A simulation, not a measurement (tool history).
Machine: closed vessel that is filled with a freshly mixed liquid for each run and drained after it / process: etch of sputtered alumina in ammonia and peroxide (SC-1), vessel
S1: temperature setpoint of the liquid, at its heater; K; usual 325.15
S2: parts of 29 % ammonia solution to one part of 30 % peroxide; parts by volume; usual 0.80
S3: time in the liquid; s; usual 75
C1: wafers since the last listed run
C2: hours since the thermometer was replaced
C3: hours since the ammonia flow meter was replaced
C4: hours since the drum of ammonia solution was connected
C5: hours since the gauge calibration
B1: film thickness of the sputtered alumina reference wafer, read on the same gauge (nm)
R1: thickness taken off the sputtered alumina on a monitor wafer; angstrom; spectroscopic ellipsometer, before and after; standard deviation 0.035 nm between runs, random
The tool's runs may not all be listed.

{"run": 1, "hour": 0.0, "S1": 325.15, "S2": 0.5, "S3": 75, "C1": 0, "C2": 1339.7, "C3": 554.0, "C4": 234.4, "C5": 394.9, "B1": 109.992, "R1": 33.99}
{"run": 2, "hour": 7.2, "S1": 325.15, "S2": 0.5, "S3": 75, "C1": 614, "C2": 1346.9, "C3": 561.2, "C4": 241.6, "C5": 402.1, "B1": 109.975, "R1": 33.47}
{"run": 3, "hour": 15.8, "S1": 325.15, "S2": 0.8, "S3": 75, "C1": 734, "C2": 1355.5, "C3": 569.8, "C4": 250.2, "C5": 410.7, "B1": 110.065, "R1": 35.04}
{"hour": 28.2, "done": "thermometer replaced"}
{"run": 4, "hour": 32.3, "S1": 325.15, "S2": 0.8, "S3": 75, "C1": 1323, "C2": 4.1, "C3": 586.3, "C4": 266.7, "C5": 427.2, "B1": 110.014, "R1": 40.05}
{"run": 5, "hour": 43.9, "S1": 325.15, "S2": 0.8, "S3": 75, "C1": 990, "C2": 15.7, "C3": 597.9, "C4": 278.3, "C5": 438.8, "B1": 109.966, "R1": 39.81}
{"run": 6, "hour": 55.9, "S1": 325.15, "S2": 0.8, "S3": 75, "C1": 1024, "C2": 27.7, "C3": 609.9, "C4": 290.3, "C5": 450.8, "B1": 110.016, "R1": 39.5}
{"run": 7, "hour": 68.2, "S1": 325.15, "S2": 0.8, "S3": 75, "C1": 1050, "C2": 40.0, "C3": 622.2, "C4": 302.6, "C5": 463.1, "B1": 109.978, "R1": 40.06}
{"run": 8, "hour": 84.3, "S1": 325.15, "S2": 0.8, "S3": 75, "C1": 1375, "C2": 56.1, "C3": 638.3, "C4": 318.7, "C5": 479.2, "B1": 110.002, "R1": 39.73}
{"run": 9, "hour": 92.0, "S1": 325.15, "S2": 1.15, "S3": 50, "C1": 657, "C2": 63.8, "C3": 646.0, "C4": 326.4, "C5": 486.9, "B1": 110.03, "R1": 27.51}
{"run": 10, "hour": 106.0, "S1": 325.15, "S2": 0.8, "S3": 75, "C1": 1195, "C2": 77.8, "C3": 660.0, "C4": 340.4, "C5": 500.9, "B1": 110.02, "R1": 39.45}
{"run": 11, "hour": 121.3, "S1": 325.15, "S2": 0.8, "S3": 75, "C1": 1306, "C2": 93.1, "C3": 675.3, "C4": 355.7, "C5": 516.2, "B1": 109.989, "R1": 39.76}
{"run": 12, "hour": 130.3, "S1": 325.15, "S2": 0.8, "S3": 75, "C1": 768, "C2": 102.1, "C3": 684.3, "C4": 364.7, "C5": 525.2, "B1": 110.009, "R1": 39.47}
{"hour": 173.0, "done": "ammonia flow meter replaced"}
{"run": 13, "hour": 177.5, "S1": 315.15, "S2": 0.65, "S3": 55, "C1": 3946, "C2": 149.3, "C3": 4.5, "C4": 411.9, "C5": 572.4, "B1": 110.016, "R1": 16.35}
{"run": 14, "hour": 191.1, "S1": 325.15, "S2": 0.8, "S3": 35, "C1": 1161, "C2": 162.9, "C3": 18.1, "C4": 425.5, "C5": 586.0, "B1": 109.999, "R1": 18.45}
{"run": 15, "hour": 201.1, "S1": 318.15, "S2": 0.65, "S3": 45, "C1": 854, "C2": 172.9, "C3": 28.1, "C4": 435.5, "C5": 596.0, "B1": 110.001, "R1": 15.59}
{"run": 16, "hour": 210.0, "S1": 331.15, "S2": 0.8, "S3": 35, "C1": 760, "C2": 181.8, "C3": 37.0, "C4": 444.4, "C5": 604.9, "B1": 110.025, "R1": 25.19}
{"hour": 217.6, "done": "gauge calibrated"}
{"run": 17, "hour": 225.8, "S1": 332.15, "S2": 1.05, "S3": 90, "C1": 1349, "C2": 197.6, "C3": 52.8, "C4": 460.2, "C5": 8.2, "B1": 110.008, "R1": 70.72}
{"run": 18, "hour": 241.4, "S1": 332.65, "S2": 0.55, "S3": 30, "C1": 1332, "C2": 213.2, "C3": 68.4, "C4": 475.8, "C5": 23.8, "B1": 110.028, "R1": 22.87}
{"hour": 249.8, "done": "new drum of ammonia solution connected"}
{"run": 19, "hour": 274.6, "S1": 332.15, "S2": 1.05, "S3": 90, "C1": 2750, "C2": 246.4, "C3": 101.6, "C4": 24.8, "C5": 57.0, "B1": 110.017, "R1": 69.62}
{"run": 20, "hour": 291.0, "S1": 315.15, "S2": 0.8, "S3": 120, "C1": 1400, "C2": 262.8, "C3": 118.0, "C4": 41.2, "C5": 73.4, "B1": 110.0, "R1": 35.04}
{"run": 21, "hour": 300.4, "S1": 325.15, "S2": 0.8, "S3": 75, "C1": 802, "C2": 272.2, "C3": 127.4, "C4": 50.6, "C5": 82.8, "B1": 109.981, "R1": 38.83}
{"run": 22, "hour": 307.5, "S1": 322.15, "S2": 0.65, "S3": 35, "C1": 606, "C2": 279.3, "C3": 134.5, "C4": 57.7, "C5": 89.9, "B1": 109.997, "R1": 15.23}
{"run": 23, "hour": 316.6, "S1": 325.15, "S2": 0.45, "S3": 30, "C1": 777, "C2": 288.4, "C3": 143.6, "C4": 66.8, "C5": 99.0, "B1": 109.991, "R1": 14.88}
{"run": 24, "hour": 332.8, "S1": 325.15, "S2": 0.8, "S3": 75, "C1": 1383, "C2": 304.6, "C3": 159.8, "C4": 83.0, "C5": 115.2, "B1": 110.009, "R1": 38.72}
{"run": 25, "hour": 346.7, "S1": 325.15, "S2": 1.15, "S3": 75, "C1": 1187, "C2": 318.5, "C3": 173.7, "C4": 96.9, "C5": 129.1, "B1": 110.007, "R1": 40.0}
{"run": 26, "hour": 359.4, "S1": 325.15, "S2": 0.8, "S3": 75, "C1": 1084, "C2": 331.2, "C3": 186.4, "C4": 109.6, "C5": 141.8, "B1": 109.969, "R1": 39.18}
{"run": 27, "hour": 368.0, "S1": 320.65, "S2": 0.6, "S3": 50, "C1": 734, "C2": 339.8, "C3": 195.0, "C4": 118.2, "C5": 150.4, "B1": 110.033, "R1": 19.42}

What if the next run were any one of these 5? Each begins from the tool's condition after run 27:
{"run": "A", "hour": 368.7, "S1": 321.15, "S2": 0.8, "S3": 75, "C1": 59, "C2": 340.5, "C3": 195.7, "C4": 118.9, "C5": 151.1, "B1": "?", "R1": "?"}
{"run": "B", "hour": 368.7, "S1": 317.15, "S2": 0.9, "S3": 90, "C1": 59, "C2": 340.5, "C3": 195.7, "C4": 118.9, "C5": 151.1, "B1": "?", "R1": "?"}
{"run": "C", "hour": 368.7, "S1": 325.15, "S2": 0.45, "S3": 75, "C1": 59, "C2": 340.5, "C3": 195.7, "C4": 118.9, "C5": 151.1, "B1": "?", "R1": "?"}
{"run": "D", "hour": 368.7, "S1": 320.65, "S2": 0.8, "S3": 75, "C1": 59, "C2": 340.5, "C3": 195.7, "C4": 118.9, "C5": 151.1, "B1": "?", "R1": "?"}
{"run": "E", "hour": 368.7, "S1": 320.15, "S2": 0.6, "S3": 35, "C1": 59, "C2": 340.5, "C3": 195.7, "C4": 118.9, "C5": 151.1, "B1": "?", "R1": "?"}

run=A B1=110.022 R1=30.90
run=B B1=110.022 R1=29.87
run=C B1=110.022 R1=36.49
run=D B1=110.022 R1=30.04
run=E B1=110.022 R1=13.26
Had the tool no hidden state, the same runs would have come out as:
run=A R1=32.17
run=B R1=31.13
run=C R1=37.95
run=D R1=31.28
run=E R1=13.81
